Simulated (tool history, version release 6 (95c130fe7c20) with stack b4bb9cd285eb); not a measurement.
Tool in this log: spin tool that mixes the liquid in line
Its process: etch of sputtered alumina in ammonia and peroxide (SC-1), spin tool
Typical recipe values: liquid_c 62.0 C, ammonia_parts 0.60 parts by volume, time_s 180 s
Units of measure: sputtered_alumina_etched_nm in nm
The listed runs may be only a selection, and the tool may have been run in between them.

run     day  liquid_c  ammonia_parts  time_s  read-back film thickness of the sputtered alumina reference wafer, read on the same gauge (nm)  sputtered_alumina_etched_nm
  1   0.000      62.0           0.60     180                                                                                          110.00                        17.58
      1.333  -- gauge calibrated
  2   1.867      62.0           0.60     180                                                                                          110.00                        17.59
  3   4.108      67.0           0.60     180                                                                                          109.99                        22.73
      6.479  -- new drum of ammonia solution connected
  4   6.504      67.0           0.60     180                                                                                          109.99                        22.96
  5   9.612      62.0           0.60     180                                                                                          109.97                        17.85
  6  10.792      62.0           0.60     180                                                                                          110.00                        17.78
  7  13.375      57.5           0.40     180                                                                                          110.00                        13.80
  8  15.096      57.5           0.40     180                                                                                          110.03                        13.61
  9  17.938      57.5           0.40     180                                                                                          109.99                        13.64
 10  19.946      62.0           0.60     180                                                                                          110.01                        17.75
     20.375  -- new drum of ammonia solution connected
 11  22.312      56.0           0.85     250                                                                                          110.00                        18.71

Run 12 has not been measured yet. What should we expect?
 12  24.217      57.5           0.40     180                                                                                               ?                            ?

{"run 12": {"read-back film thickness of the sputtered alumina reference wafer, read on the same gauge (nm)": 110.0, "sputtered_alumina_etched_nm": 13.62}}
Take away the tool's hidden state, keep the run-to-run variation as it was, and the same run would have given sputtered_alumina_etched_nm 12.31 nm.
